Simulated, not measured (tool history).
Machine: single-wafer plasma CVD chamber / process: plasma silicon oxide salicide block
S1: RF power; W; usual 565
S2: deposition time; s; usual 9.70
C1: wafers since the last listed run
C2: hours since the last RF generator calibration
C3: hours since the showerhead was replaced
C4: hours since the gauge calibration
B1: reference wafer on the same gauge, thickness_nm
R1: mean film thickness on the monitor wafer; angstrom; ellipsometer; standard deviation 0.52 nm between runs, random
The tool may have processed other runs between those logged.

{"run": 1, "hour": 0.0, "S1": 565, "S2": 9.19, "C1": 0, "C2": 1289.3, "C3": 2159.8, "C4": 1029.9, "B1": 85.506, "R1": 961.94}
{"run": 2, "hour": 69.5, "S1": 565, "S2": 9.19, "C1": 2266, "C2": 1358.8, "C3": 2229.3, "C4": 1099.4, "B1": 85.864, "R1": 970.14}
{"run": 3, "hour": 135.6, "S1": 565, "S2": 9.19, "C1": 2155, "C2": 1424.9, "C3": 2295.4, "C4": 1165.5, "B1": 85.358, "R1": 964.81}
{"run": 4, "hour": 180.3, "S1": 565, "S2": 9.7, "C1": 1457, "C2": 1469.6, "C3": 2340.1, "C4": 1210.2, "B1": 85.472, "R1": 1016.58}
{"run": 5, "hour": 238.0, "S1": 565, "S2": 10.1, "C1": 1881, "C2": 1527.3, "C3": 2397.8, "C4": 1267.9, "B1": 85.42, "R1": 1058.15}
{"run": 6, "hour": 283.0, "S1": 565, "S2": 10.1, "C1": 1467, "C2": 1572.3, "C3": 2442.8, "C4": 1312.9, "B1": 85.068, "R1": 1057.96}
{"run": 7, "hour": 351.1, "S1": 565, "S2": 10.1, "C1": 2221, "C2": 1640.4, "C3": 2510.9, "C4": 1381.0, "B1": 85.011, "R1": 1048.78}
{"run": 8, "hour": 395.2, "S1": 600, "S2": 9.09, "C1": 1438, "C2": 1684.5, "C3": 2555.0, "C4": 1425.1, "B1": 84.814, "R1": 975.83}
{"run": 9, "hour": 425.4, "S1": 600, "S2": 9.09, "C1": 984, "C2": 1714.7, "C3": 2585.2, "C4": 1455.3, "B1": 84.84, "R1": 971.33}
{"run": 10, "hour": 478.4, "S1": 565, "S2": 9.7, "C1": 1728, "C2": 1767.7, "C3": 2638.2, "C4": 1508.3, "B1": 84.85, "R1": 1007.33}
{"run": 11, "hour": 530.7, "S1": 565, "S2": 9.7, "C1": 1705, "C2": 1820.0, "C3": 2690.5, "C4": 1560.6, "B1": 84.721, "R1": 1014.37}
{"run": 12, "hour": 574.6, "S1": 565, "S2": 9.7, "C1": 1431, "C2": 1863.9, "C3": 2734.4, "C4": 1604.5, "B1": 84.5, "R1": 1001.43}
{"run": 13, "hour": 602.5, "S1": 625, "S2": 11.17, "C1": 909, "C2": 1891.8, "C3": 2762.3, "C4": 1632.4, "B1": 84.406, "R1": 1203.61}
{"run": 14, "hour": 627.6, "S1": 625, "S2": 11.17, "C1": 818, "C2": 1916.9, "C3": 2787.4, "C4": 1657.5, "B1": 84.343, "R1": 1199.73}
{"run": 15, "hour": 674.3, "S1": 500, "S2": 9.7, "C1": 1523, "C2": 1963.6, "C3": 2834.1, "C4": 1704.2, "B1": 84.153, "R1": 960.42}
{"run": 16, "hour": 699.6, "S1": 510, "S2": 9.7, "C1": 825, "C2": 1988.9, "C3": 2859.4, "C4": 1729.5, "B1": 84.085, "R1": 976.78}
{"run": 17, "hour": 762.5, "S1": 510, "S2": 9.7, "C1": 2051, "C2": 2051.8, "C3": 2922.3, "C4": 1792.4, "B1": 83.983, "R1": 977.02}
{"hour": 797.2, "done": "gauge calibrated"}
{"run": 18, "hour": 813.3, "S1": 455, "S2": 10.21, "C1": 1656, "C2": 2102.6, "C3": 2973.1, "C4": 16.1, "B1": 86.414, "R1": 1001.77}
{"run": 19, "hour": 838.3, "S1": 565, "S2": 9.7, "C1": 815, "C2": 2127.6, "C3": 2998.1, "C4": 41.1, "B1": 86.454, "R1": 1028.73}
{"run": 20, "hour": 902.2, "S1": 650, "S2": 9.7, "C1": 2084, "C2": 2191.5, "C3": 3062.0, "C4": 105.0, "B1": 86.566, "R1": 1089.6}
{"run": 21, "hour": 954.1, "S1": 565, "S2": 10.57, "C1": 1692, "C2": 2243.4, "C3": 3113.9, "C4": 156.9, "B1": 86.483, "R1": 1126.65}
{"run": 22, "hour": 1015.9, "S1": 460, "S2": 8.56, "C1": 2015, "C2": 2305.2, "C3": 3175.7, "C4": 218.7, "B1": 86.471, "R1": 846.86}
{"hour": 1036.7, "done": "RF generator calibrated"}
{"hour": 1042.3, "done": "showerhead replaced"}
{"run": 23, "hour": 1054.1, "S1": 565, "S2": 9.7, "C1": 801, "C2": 17.4, "C3": 11.8, "C4": 256.9, "B1": 86.49, "R1": 1026.29}
{"run": 24, "hour": 1081.5, "S1": 565, "S2": 9.7, "C1": 893, "C2": 44.8, "C3": 39.2, "C4": 284.3, "B1": 86.404, "R1": 1037.44}
{"run": 25, "hour": 1123.6, "S1": 565, "S2": 9.7, "C1": 1373, "C2": 86.9, "C3": 81.3, "C4": 326.4, "B1": 86.362, "R1": 1035.38}
{"run": 26, "hour": 1190.8, "S1": 455, "S2": 11.39, "C1": 2191, "C2": 154.1, "C3": 148.5, "C4": 393.6, "B1": 86.286, "R1": 1123.31}
{"run": 27, "hour": 1220.6, "S1": 565, "S2": 8.22, "C1": 971, "C2": 183.9, "C3": 178.3, "C4": 423.4, "B1": 86.325, "R1": 873.15}
{"run": 28, "hour": 1255.5, "S1": 610, "S2": 11.21, "C1": 1138, "C2": 218.8, "C3": 213.2, "C4": 458.3, "B1": 86.25, "R1": 1232.88}
{"run": 29, "hour": 1301.9, "S1": 565, "S2": 9.7, "C1": 1513, "C2": 265.2, "C3": 259.6, "C4": 504.7, "B1": 86.249, "R1": 1025.68}
{"run": 30, "hour": 1364.9, "S1": 565, "S2": 10.3, "C1": 2054, "C2": 328.2, "C3": 322.6, "C4": 567.7, "B1": 86.181, "R1": 1084.7}
{"run": 31, "hour": 1427.1, "S1": 675, "S2": 11.59, "C1": 2028, "C2": 390.4, "C3": 384.8, "C4": 629.9, "B1": 86.322, "R1": 1309.83}
{"run": 32, "hour": 1476.8, "S1": 620, "S2": 9.7, "C1": 1620, "C2": 440.1, "C3": 434.5, "C4": 679.6, "B1": 86.129, "R1": 1065.61}
{"run": 33, "hour": 1547.1, "S1": 495, "S2": 9.06, "C1": 2292, "C2": 510.4, "C3": 504.8, "C4": 749.9, "B1": 86.024, "R1": 912.67}
{"run": 34, "hour": 1598.1, "S1": 650, "S2": 11.61, "C1": 1663, "C2": 561.4, "C3": 555.8, "C4": 800.9, "B1": 85.948, "R1": 1297.3}
{"run": 35, "hour": 1631.9, "S1": 535, "S2": 10.92, "C1": 1102, "C2": 595.2, "C3": 589.6, "C4": 834.7, "B1": 85.884, "R1": 1125.98}

Below are 3 alternative next runs, each starting from the tool's condition after run 35. Predict each:
{"run": "A", "hour": 1632.3, "S1": 565, "S2": 9.7, "C1": 13, "C2": 595.6, "C3": 590.0, "C4": 835.1, "B1": "?", "R1": "?"}
{"run": "B", "hour": 1632.3, "S1": 600, "S2": 9.18, "C1": 13, "C2": 595.6, "C3": 590.0, "C4": 835.1, "B1": "?", "R1": "?"}
{"run": "C", "hour": 1632.3, "S1": 490, "S2": 10.59, "C1": 13, "C2": 595.6, "C3": 590.0, "C4": 835.1, "B1": "?", "R1": "?"}

run=A B1=86.035 R1=1019.03
run=B B1=86.035 R1=985.16
run=C B1=86.035 R1=1056.72
With no hidden state in the tool, these same runs would have given:
run=A R1=1020.09
run=B R1=986.19
run=C R1=1057.82
